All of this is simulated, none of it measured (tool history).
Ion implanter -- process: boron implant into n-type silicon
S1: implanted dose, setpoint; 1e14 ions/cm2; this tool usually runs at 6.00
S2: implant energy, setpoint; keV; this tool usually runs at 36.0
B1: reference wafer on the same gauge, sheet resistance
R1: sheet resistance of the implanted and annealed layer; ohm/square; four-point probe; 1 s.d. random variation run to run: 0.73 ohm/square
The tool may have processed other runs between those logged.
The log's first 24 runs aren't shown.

| run | hour | S1 | S2 | B1 | R1 |
|---|---|---|---|---|---|
| 25 | 354.4 | 6.00 | 27.0 | 209.03 | 185.49 |
|  | 362.2 | gauge calibrated |
| 26 | 363.9 | 6.00 | 36.0 | 208.76 | 179.71 |
| 27 | 381.3 | 4.41 | 47.0 | 209.00 | 224.73 |
| 28 | 394.1 | 6.00 | 28.0 | 208.91 | 184.11 |
| 29 | 405.4 | 6.00 | 25.0 | 209.06 | 185.73 |
| 30 | 414.7 | 4.49 | 31.0 | 208.75 | 229.04 |
| 31 | 422.8 | 4.63 | 36.0 | 208.97 | 221.09 |
| 32 | 433.9 | 4.96 | 24.0 | 209.08 | 219.92 |
| 33 | 448.1 | 4.44 | 29.5 | 209.07 | 233.82 |
| 34 | 458.7 | 4.78 | 36.0 | 208.91 | 215.61 |

3 options for the next run, each taken on its own from the tool as it stands now. Forecast them:
| A | 459.1 | 6.00 | 25.5 | ? | ? |
| B | 459.1 | 6.64 | 42.5 | ? | ? |
| C | 459.1 | 6.00 | 24.0 | ? | ? |

| run | B1 | R1 |
|---|---|---|
| A | 208.99 | 186.99 |
| B | 208.99 | 163.38 |
| C | 208.99 | 188.20 |
With no hidden state in the tool, these same runs would have given:
| run | R1 |
|---|---|
| A | 187.24 |
| B | 163.59 |
| C | 188.45 |

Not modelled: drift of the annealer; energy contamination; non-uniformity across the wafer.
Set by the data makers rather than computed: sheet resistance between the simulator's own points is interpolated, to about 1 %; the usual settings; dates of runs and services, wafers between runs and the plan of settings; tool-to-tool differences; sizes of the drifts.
